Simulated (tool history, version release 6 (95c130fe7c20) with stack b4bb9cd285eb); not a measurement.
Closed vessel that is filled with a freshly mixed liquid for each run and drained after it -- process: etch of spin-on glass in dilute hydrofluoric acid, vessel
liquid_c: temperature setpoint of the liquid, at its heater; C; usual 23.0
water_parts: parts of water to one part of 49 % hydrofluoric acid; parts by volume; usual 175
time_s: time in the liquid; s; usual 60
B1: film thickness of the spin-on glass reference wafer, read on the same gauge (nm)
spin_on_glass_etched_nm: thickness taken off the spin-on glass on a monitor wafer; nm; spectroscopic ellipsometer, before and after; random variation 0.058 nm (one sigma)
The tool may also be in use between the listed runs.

Run 1, hour 0.0: usual settings but time_s 70 s; B1 80.05. Result: spin_on_glass_etched_nm 18.17 nm.
Run 2, hour 36.2: usual settings but time_s 70 s; B1 79.99. Result: spin_on_glass_etched_nm 18.17 nm.
Run 3, hour 59.8: usual settings but time_s 70 s; B1 79.99. Result: spin_on_glass_etched_nm 18.07 nm.
Run 4, hour 73.6: usual settings; B1 80.01. Result: spin_on_glass_etched_nm 15.56 nm.
Run 5, hour 89.8: usual settings but liquid_c 25.0 C; B1 79.97. Result: spin_on_glass_etched_nm 16.76 nm.
Run 6, hour 96.9: usual settings but time_s 35 s; B1 79.99. Result: spin_on_glass_etched_nm 9.02 nm.
Run 7, hour 113.3: usual settings; B1 80.00. Result: spin_on_glass_etched_nm 15.45 nm.
Run 8, hour 119.4: usual settings; B1 80.00. Result: spin_on_glass_etched_nm 15.47 nm.
Run 9, hour 135.5: usual settings; B1 79.97. Result: spin_on_glass_etched_nm 15.49 nm.
Run 10, hour 151.5: usual settings; B1 80.01. Result: spin_on_glass_etched_nm 15.45 nm.
At hour 154.2: gauge calibrated.
Run 11, hour 162.0: usual settings; B1 80.01. Result: spin_on_glass_etched_nm 15.45 nm.
Run 12, hour 173.1: usual settings; B1 80.00. Result: spin_on_glass_etched_nm 15.40 nm.
Run 13, hour 189.1: usual settings; B1 79.96. Result: spin_on_glass_etched_nm 15.39 nm.
Run 14, hour 202.2: usual settings; B1 80.00. Result: spin_on_glass_etched_nm 15.33 nm.
Run 15, hour 214.3: usual settings; B1 80.02. Result: spin_on_glass_etched_nm 15.39 nm.
Run 16, hour 224.4: usual settings; B1 80.03. Result: spin_on_glass_etched_nm 15.34 nm.
Run 17, hour 240.6: usual settings; B1 80.02. Result: spin_on_glass_etched_nm 15.29 nm.
Run 18, hour 256.8: usual settings; B1 80.03. Result: spin_on_glass_etched_nm 15.26 nm.
Run 19, hour 271.9: usual settings but liquid_c 20.5 C; B1 80.00. Result: spin_on_glass_etched_nm 13.88 nm.
Run 20, hour 286.4: usual settings but time_s 80 s; B1 80.00. Result: spin_on_glass_etched_nm 20.25 nm.
At hour 292.4: thermometer replaced.
Run 21, hour 294.0: usual settings but liquid_c 27.5 C, water_parts 220 parts by volume, time_s 75 s; B1 79.97. Result: spin_on_glass_etched_nm 18.58 nm.
Run 22, hour 300.6: usual settings but water_parts 265 parts by volume; B1 80.00. Result: spin_on_glass_etched_nm 10.05 nm.
Run 23, hour 311.2: usual settings but liquid_c 26.5 C, water_parts 215 parts by volume; B1 79.97. Result: spin_on_glass_etched_nm 14.65 nm.
At hour 319.0: hydrofluoric acid flow meter replaced.
Run 24, hour 328.2: usual settings but water_parts 115 parts by volume; B1 80.05. Result: spin_on_glass_etched_nm 27.86 nm.
Run 25, hour 343.9: usual settings but time_s 75 s; B1 79.97. Result: spin_on_glass_etched_nm 21.28 nm.
Run 26, hour 350.7: usual settings; B1 80.01. Result: spin_on_glass_etched_nm 16.99 nm.
Run 27, hour 362.4: usual settings; B1 79.99. Result: spin_on_glass_etched_nm 17.02 nm.
Run 28, hour 412.4: usual settings but liquid_c 26.0 C, water_parts 210 parts by volume, time_s 30 s; B1 80.00. Result: spin_on_glass_etched_nm 7.58 nm.
Run 29, hour 420.5: usual settings but liquid_c 25.5 C, water_parts 235 parts by volume, time_s 40 s; B1 79.96. Result: spin_on_glass_etched_nm 8.60 nm.
Run 30, hour 435.2: usual settings but water_parts 115 parts by volume, time_s 95 s; B1 80.03. Result: spin_on_glass_etched_nm 43.73 nm.
Run 31, hour 449.8: usual settings but liquid_c 18.5 C, water_parts 145 parts by volume, time_s 90 s; B1 79.97. Result: spin_on_glass_etched_nm 26.45 nm.
Run 32, hour 463.6: usual settings; B1 80.01. Result: spin_on_glass_etched_nm 16.95 nm.
Run 33, hour 480.9: usual settings but liquid_c 26.0 C, time_s 90 s; B1 79.99. Result: spin_on_glass_etched_nm 28.14 nm.
Run 34, hour 487.3: usual settings but water_parts 90 parts by volume, time_s 90 s; B1 80.01. Result: spin_on_glass_etched_nm 54.32 nm.
Run 35, hour 505.1: usual settings but liquid_c 19.0 C, water_parts 200 parts by volume, time_s 95 s; B1 79.97. Result: spin_on_glass_etched_nm 19.47 nm.

Branching from run 35: 3 alternative next runs. What would each branch give?
Run A, hour 505.8: usual settings; B1 ?. Result: spin_on_glass_etched_nm ?.
Run B, hour 505.8: usual settings but water_parts 250 parts by volume, time_s 35 s; B1 ?. Result: spin_on_glass_etched_nm ?.
Run C, hour 505.8: usual settings but liquid_c 26.0 C; B1 ?. Result: spin_on_glass_etched_nm ?.

run     B1  spin_on_glass_etched_nm
  A  80.03                    16.76
  B  80.03                     6.33
  C  80.03                    18.75
Without the tool's hidden state the same runs would have given:
run  spin_on_glass_etched_nm
  A                    17.12
  B                     6.47
  C                    19.16
